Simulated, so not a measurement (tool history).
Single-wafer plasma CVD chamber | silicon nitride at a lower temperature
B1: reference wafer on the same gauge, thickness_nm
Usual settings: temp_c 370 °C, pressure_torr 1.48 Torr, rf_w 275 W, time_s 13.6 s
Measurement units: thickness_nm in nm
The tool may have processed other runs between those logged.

{"run": 1, "hour": 0.0, "temp_c": 370, "pressure_torr": 1.48, "rf_w": 275, "time_s": 13.6, "B1": 12.304, "thickness_nm": 13.232}
{"run": 2, "hour": 26.6, "temp_c": 370, "pressure_torr": 1.48, "rf_w": 275, "time_s": 13.6, "B1": 12.303, "thickness_nm": 13.307}
{"run": 3, "hour": 59.3, "temp_c": 370, "pressure_torr": 1.48, "rf_w": 275, "time_s": 13.6, "B1": 12.286, "thickness_nm": 13.237}
{"run": 4, "hour": 89.0, "temp_c": 370, "pressure_torr": 1.48, "rf_w": 275, "time_s": 13.6, "B1": 12.291, "thickness_nm": 13.248}
{"run": 5, "hour": 102.3, "temp_c": 370, "pressure_torr": 1.48, "rf_w": 275, "time_s": 13.6, "B1": 12.307, "thickness_nm": 13.277}
{"run": 6, "hour": 117.2, "temp_c": 370, "pressure_torr": 1.73, "rf_w": 275, "time_s": 13.6, "B1": 12.293, "thickness_nm": 13.969}
{"hour": 141.7, "done": "showerhead replaced"}
{"run": 7, "hour": 145.9, "temp_c": 370, "pressure_torr": 1.73, "rf_w": 275, "time_s": 13.6, "B1": 12.295, "thickness_nm": 14.012}
{"run": 8, "hour": 160.9, "temp_c": 370, "pressure_torr": 1.73, "rf_w": 275, "time_s": 13.6, "B1": 12.31, "thickness_nm": 13.903}
{"hour": 197.2, "done": "thermocouple changed; heater temperature recalibrated"}
{"run": 9, "hour": 197.7, "temp_c": 370, "pressure_torr": 1.48, "rf_w": 275, "time_s": 13.6, "B1": 12.286, "thickness_nm": 13.259}
{"run": 10, "hour": 205.9, "temp_c": 370, "pressure_torr": 1.48, "rf_w": 275, "time_s": 13.6, "B1": 12.288, "thickness_nm": 13.255}
{"run": 11, "hour": 223.6, "temp_c": 370, "pressure_torr": 1.48, "rf_w": 275, "time_s": 13.6, "B1": 12.291, "thickness_nm": 13.222}
{"run": 12, "hour": 255.0, "temp_c": 370, "pressure_torr": 1.3, "rf_w": 275, "time_s": 13.6, "B1": 12.298, "thickness_nm": 12.639}
{"run": 13, "hour": 290.6, "temp_c": 370, "pressure_torr": 1.48, "rf_w": 275, "time_s": 13.6, "B1": 12.295, "thickness_nm": 13.228}
{"run": 14, "hour": 313.2, "temp_c": 370, "pressure_torr": 1.48, "rf_w": 275, "time_s": 13.6, "B1": 12.294, "thickness_nm": 13.241}
{"run": 15, "hour": 325.3, "temp_c": 357, "pressure_torr": 1.48, "rf_w": 325, "time_s": 12.8, "B1": 12.312, "thickness_nm": 14.611}
{"hour": 349.1, "done": "RF generator calibrated"}
{"run": 16, "hour": 349.6, "temp_c": 370, "pressure_torr": 1.48, "rf_w": 275, "time_s": 13.6, "B1": 12.295, "thickness_nm": 13.882}
{"run": 17, "hour": 365.2, "temp_c": 364, "pressure_torr": 1.13, "rf_w": 275, "time_s": 13.6, "B1": 12.293, "thickness_nm": 12.6}
{"hour": 387.1, "done": "capacitance manometer re-zeroed and calibrated"}
{"run": 18, "hour": 387.6, "temp_c": 377, "pressure_torr": 1.58, "rf_w": 260, "time_s": 12.4, "B1": 12.297, "thickness_nm": 11.985}
{"hour": 398.4, "done": "gauge calibrated"}
{"run": 19, "hour": 408.0, "temp_c": 370, "pressure_torr": 1.48, "rf_w": 275, "time_s": 13.6, "B1": 12.304, "thickness_nm": 13.666}

Expected results for the next run?
{"run": 20, "hour": 442.0, "temp_c": 370, "pressure_torr": 1.75, "rf_w": 245, "time_s": 13.6, "B1": "?", "thickness_nm": "?"}

{"run 20": {"B1": 12.294, "thickness_nm": 12.801}}
Without the tool's hidden state the same run would have given thickness_nm 12.825 nm.

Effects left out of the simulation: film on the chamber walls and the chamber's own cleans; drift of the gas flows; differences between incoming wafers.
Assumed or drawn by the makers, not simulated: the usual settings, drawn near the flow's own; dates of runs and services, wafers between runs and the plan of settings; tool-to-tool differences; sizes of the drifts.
